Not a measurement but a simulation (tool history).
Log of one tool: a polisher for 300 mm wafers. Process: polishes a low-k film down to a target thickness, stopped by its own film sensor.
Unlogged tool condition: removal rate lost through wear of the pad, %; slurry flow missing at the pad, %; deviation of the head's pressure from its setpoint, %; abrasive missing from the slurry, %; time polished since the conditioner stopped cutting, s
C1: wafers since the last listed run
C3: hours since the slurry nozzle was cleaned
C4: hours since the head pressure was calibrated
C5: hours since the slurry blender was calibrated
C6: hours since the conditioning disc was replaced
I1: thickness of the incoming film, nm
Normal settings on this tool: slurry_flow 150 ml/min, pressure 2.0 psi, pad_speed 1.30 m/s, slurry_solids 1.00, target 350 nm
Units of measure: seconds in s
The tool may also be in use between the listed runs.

run 1 day=0.000 | slurry_flow=150 pressure=2.0 pad_speed=1.20 slurry_solids=0.80 target=350 | C1=0 wafers_polished_on_this_pad=436 C3=82.3 C4=1107.9 C5=109.8 C6=535.7 | I1=421.8 | seconds=163.7
-- day=1.538 conditioning disc replaced and pad reconditioned
run 2 day=2.717 | slurry_flow=150 pressure=2.0 pad_speed=1.20 slurry_solids=0.80 target=350 | C1=629 wafers_polished_on_this_pad=1066 C3=147.5 C4=1173.1 C5=175.0 C6=28.3 | I1=422.5 | seconds=168.4
-- day=4.246 slurry blender recalibrated
run 3 day=5.012 | slurry_flow=150 pressure=2.0 pad_speed=1.20 slurry_solids=0.80 target=350 | C1=529 wafers_polished_on_this_pad=1595 C3=202.6 C4=1228.2 C5=18.4 C6=83.4 | I1=412.0 | seconds=135.1
-- day=5.267 worn pad replaced by a new one
run 4 day=6.154 | slurry_flow=135 pressure=2.0 pad_speed=1.30 slurry_solids=1.00 target=350 | C1=233 wafers_polished_on_this_pad=211 C3=230.0 C4=1255.6 C5=45.8 C6=110.8 | I1=414.9 | seconds=112.8
run 5 day=7.904 | slurry_flow=135 pressure=2.0 pad_speed=1.30 slurry_solids=1.00 target=350 | C1=418 wafers_polished_on_this_pad=630 C3=272.0 C4=1297.6 C5=87.8 C6=152.8 | I1=419.7 | seconds=120.6
run 6 day=9.833 | slurry_flow=150 pressure=2.0 pad_speed=1.30 slurry_solids=1.00 target=350 | C1=461 wafers_polished_on_this_pad=1091 C3=318.3 C4=1343.9 C5=134.1 C6=199.1 | I1=422.6 | seconds=128.4
-- day=11.554 worn pad replaced by a new one
run 7 day=12.654 | slurry_flow=150 pressure=1.7 pad_speed=1.48 slurry_solids=1.00 target=350 | C1=634 wafers_polished_on_this_pad=263 C3=386.0 C4=1411.6 C5=201.8 C6=266.8 | I1=414.8 | seconds=122.5
-- day=14.371 slurry blender recalibrated
run 8 day=14.983 | slurry_flow=150 pressure=1.7 pad_speed=1.48 slurry_solids=1.00 target=350 | C1=537 wafers_polished_on_this_pad=800 C3=441.9 C4=1467.5 C5=14.7 C6=322.7 | I1=422.2 | seconds=127.2
-- day=16.900 head pressure recalibrated
run 9 day=17.708 | slurry_flow=125 pressure=1.7 pad_speed=1.30 slurry_solids=1.00 target=367 | C1=631 wafers_polished_on_this_pad=1431 C3=507.3 C4=19.4 C5=80.1 C6=388.1 | I1=420.9 | seconds=122.7
-- day=18.408 worn pad replaced by a new one
-- day=21.667 conditioning disc replaced and pad reconditioned
run 10 day=22.808 | slurry_flow=150 pressure=2.0 pad_speed=1.30 slurry_solids=1.00 target=350 | C1=1159 wafers_polished_on_this_pad=1031 C3=629.7 C4=141.8 C5=202.5 C6=27.4 | I1=412.6 | seconds=116.6
run 11 day=23.842 | slurry_flow=150 pressure=2.0 pad_speed=1.30 slurry_solids=1.00 target=350 | C1=247 wafers_polished_on_this_pad=1279 C3=654.5 C4=166.6 C5=227.3 C6=52.2 | I1=422.9 | seconds=136.9
-- day=24.183 slurry blender recalibrated
-- day=24.754 worn pad replaced by a new one
run 12 day=25.829 | slurry_flow=180 pressure=2.0 pad_speed=0.88 slurry_solids=1.25 target=331 | C1=415 wafers_polished_on_this_pad=256 C3=702.2 C4=214.3 C5=39.5 C6=99.9 | I1=416.4 | seconds=165.9

Estimate the outcome of run 13 from the log above:
-- day=26.842 slurry nozzle cleaned
run 13 day=26.983 | slurry_flow=150 pressure=1.7 pad_speed=1.30 slurry_solids=1.00 target=350 | C1=266 wafers_polished_on_this_pad=522 C3=3.4 C4=242.0 C5=67.2 C6=127.6 | I1=421.0 | seconds=?

seconds: 145.6 s
Without the tool's hidden state the same run would have given seconds 141.7 s.

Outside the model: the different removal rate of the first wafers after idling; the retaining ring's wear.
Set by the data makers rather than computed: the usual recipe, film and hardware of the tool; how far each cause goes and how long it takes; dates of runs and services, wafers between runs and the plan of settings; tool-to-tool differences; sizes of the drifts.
